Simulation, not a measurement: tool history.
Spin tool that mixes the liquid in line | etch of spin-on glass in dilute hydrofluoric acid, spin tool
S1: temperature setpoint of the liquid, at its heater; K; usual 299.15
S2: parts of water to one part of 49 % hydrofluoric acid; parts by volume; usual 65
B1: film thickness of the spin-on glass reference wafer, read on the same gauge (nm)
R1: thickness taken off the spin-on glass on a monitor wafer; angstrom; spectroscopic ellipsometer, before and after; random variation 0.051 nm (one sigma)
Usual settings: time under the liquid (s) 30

run 1 hour=0 | S1=299.15 S2=65 time_under_the_liquid_(s)=30 | B1=150.02 | R1=120.7
run 2 hour=13.4 | S1=299.15 S2=65 time_under_the_liquid_(s)=30 | B1=149.98 | R1=121.4
run 3 hour=20.8 | S1=299.15 S2=65 time_under_the_liquid_(s)=30 | B1=150 | R1=121.7
run 4 hour=26.9 | S1=299.15 S2=65 time_under_the_liquid_(s)=30 | B1=149.98 | R1=121.2
run 5 hour=35.4 | S1=299.15 S2=65 time_under_the_liquid_(s)=30 | B1=149.99 | R1=121.4
run 6 hour=50.7 | S1=299.15 S2=65 time_under_the_liquid_(s)=30 | B1=150 | R1=121.9
-- hour=83.6 thermometer replaced
run 7 hour=89.2 | S1=299.15 S2=65 time_under_the_liquid_(s)=30 | B1=149.98 | R1=123.2
run 8 hour=100.5 | S1=296.65 S2=65 time_under_the_liquid_(s)=20 | B1=150 | R1=73.9
run 9 hour=106.7 | S1=299.15 S2=65 time_under_the_liquid_(s)=40 | B1=150 | R1=162.5
run 10 hour=118.7 | S1=299.15 S2=65 time_under_the_liquid_(s)=30 | B1=150 | R1=122.1
run 11 hour=125.9 | S1=297.15 S2=65 time_under_the_liquid_(s)=30 | B1=150 | R1=113.6
-- hour=135.6 gauge calibrated
run 12 hour=137.7 | S1=299.15 S2=95 time_under_the_liquid_(s)=30 | B1=150.03 | R1=81.6
-- hour=140.7 hydrofluoric acid flow meter replaced
run 13 hour=153.9 | S1=302.15 S2=65 time_under_the_liquid_(s)=30 | B1=150 | R1=126.3
run 14 hour=166.5 | S1=301.65 S2=85 time_under_the_liquid_(s)=45 | B1=150.02 | R1=138.6
run 15 hour=183.3 | S1=302.65 S2=65 time_under_the_liquid_(s)=40 | B1=149.99 | R1=172.8
run 16 hour=195.1 | S1=304.15 S2=90 time_under_the_liquid_(s)=20 | B1=150.01 | R1=63.4
run 17 hour=202.5 | S1=296.65 S2=65 time_under_the_liquid_(s)=20 | B1=149.98 | R1=67.4

The next listed run, before its measurement:
run 18 hour=218.7 | S1=299.15 S2=65 time_under_the_liquid_(s)=30 | B1=? | R1=?

B1: 150.01
R1: 112.8 angstrom
Without the tool's hidden state the same run would have given R1 110.7 angstrom.

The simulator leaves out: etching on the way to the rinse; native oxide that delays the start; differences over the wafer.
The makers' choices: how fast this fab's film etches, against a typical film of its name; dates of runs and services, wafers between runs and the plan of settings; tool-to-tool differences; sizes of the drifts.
